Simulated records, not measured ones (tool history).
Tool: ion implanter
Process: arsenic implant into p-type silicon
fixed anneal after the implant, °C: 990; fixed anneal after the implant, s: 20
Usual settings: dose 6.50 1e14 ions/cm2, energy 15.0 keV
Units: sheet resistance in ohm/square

| run | day | dose | energy | wafers since the last listed run | hours since the last dose calibration | hours since the extraction supply was calibrated | hours since the gauge calibration | read-back reference wafer on the same gauge, sheet resistance | sheet resistance |
|---|---|---|---|---|---|---|---|---|---|
| 1 | 0.000 | 6.50 | 17.5 | 0 | 237.7 | 4481.4 | 32.1 | 201.94 | 180.46 |
| 2 | 2.392 | 5.29 | 15.0 | 635 | 295.1 | 4538.8 | 89.5 | 202.25 | 209.76 |
| 3 | 4.862 | 5.29 | 15.0 | 656 | 354.4 | 4598.1 | 148.8 | 202.04 | 210.72 |
| 4 | 8.950 | 5.29 | 15.0 | 1086 | 452.5 | 4696.2 | 246.9 | 202.24 | 208.41 |
| 5 | 12.162 | 5.40 | 16.0 | 854 | 529.6 | 4773.3 | 324.0 | 202.27 | 203.53 |
| 6 | 16.138 | 6.50 | 15.0 | 1056 | 625.0 | 4868.7 | 419.4 | 201.55 | 183.44 |
| 7 | 18.033 | 6.50 | 15.0 | 504 | 670.5 | 4914.2 | 464.9 | 202.18 | 182.37 |
| 8 | 21.621 | 6.50 | 15.0 | 953 | 756.6 | 5000.3 | 551.0 | 202.21 | 181.72 |
| 9 | 25.642 | 6.50 | 15.0 | 1069 | 853.1 | 5096.8 | 647.5 | 202.48 | 181.80 |
| 10 | 27.412 | 6.50 | 15.0 | 470 | 895.6 | 5139.3 | 690.0 | 202.23 | 180.03 |
| 11 | 31.808 | 6.50 | 15.0 | 1168 | 1001.1 | 5244.8 | 795.5 | 201.78 | 181.62 |
| 12 | 35.571 | 6.50 | 15.0 | 1000 | 1091.4 | 5335.1 | 885.8 | 201.86 | 179.97 |
| 13 | 38.067 | 5.98 | 18.0 | 663 | 1151.3 | 5395.0 | 945.7 | 201.91 | 184.71 |
|  | 41.550 | Faraday cup replaced and dose calibrated |
| 14 | 41.712 | 7.97 | 19.0 | 880 | 3.9 | 5482.5 | 1033.2 | 201.75 | 158.83 |
| 15 | 44.225 | 5.91 | 10.5 | 668 | 64.2 | 5542.8 | 1093.5 | 202.08 | 207.25 |
|  | 45.212 | extraction supply calibrated |
| 16 | 46.117 | 4.92 | 10.5 | 414 | 109.6 | 21.7 | 1138.9 | 201.99 | 234.84 |
|  | 47.988 | gauge calibrated |
| 17 | 49.850 | 4.74 | 11.5 | 992 | 199.2 | 111.3 | 44.7 | 201.81 | 236.32 |
| 18 | 54.296 | 5.05 | 11.5 | 1182 | 305.9 | 218.0 | 151.4 | 202.38 | 226.05 |
| 19 | 57.912 | 6.50 | 15.0 | 961 | 392.7 | 304.8 | 238.2 | 202.01 | 185.95 |
| 20 | 60.854 | 4.89 | 13.0 | 782 | 463.3 | 375.4 | 308.8 | 201.86 | 224.92 |

The next listed run, before its measurement:
| 21 | 64.846 | 6.01 | 10.0 | 1061 | 559.1 | 471.2 | 404.6 | ? | ? |

read-back reference wafer on the same gauge, sheet resistance: 202.14
sheet resistance: 204.10 ohm/square
Without the tool's hidden state the same run would have given sheet resistance 206.20 ohm/square.
